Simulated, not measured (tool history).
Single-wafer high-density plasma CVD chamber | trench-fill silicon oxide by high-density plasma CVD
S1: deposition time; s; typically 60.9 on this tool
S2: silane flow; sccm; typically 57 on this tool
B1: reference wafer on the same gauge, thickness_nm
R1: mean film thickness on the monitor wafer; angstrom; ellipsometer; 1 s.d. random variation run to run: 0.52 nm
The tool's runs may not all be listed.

run	day	S1	S2	B1	R1
1	0.000	60.9	51	366.895	2673.43
2	0.642	60.9	51	366.801	2667.52
3	1.250	60.9	57	367.054	2978.72
4	1.733	60.9	57	367.009	2981.55
5	2.388	60.9	57	367.000	2983.92
6	2.846	60.9	57	366.882	2983.80
7	3.371	60.9	57	366.919	2978.06
8	3.992	72.0	57	367.087	3517.71

Estimate the outcome of run 9 from the log above:
9	4.658	65.2	64	?	?

{"run 9": {"B1": 367.069, "R1": 3568.61}}
With no hidden state in the tool, this same run would have given R1 3838.30 angstrom.
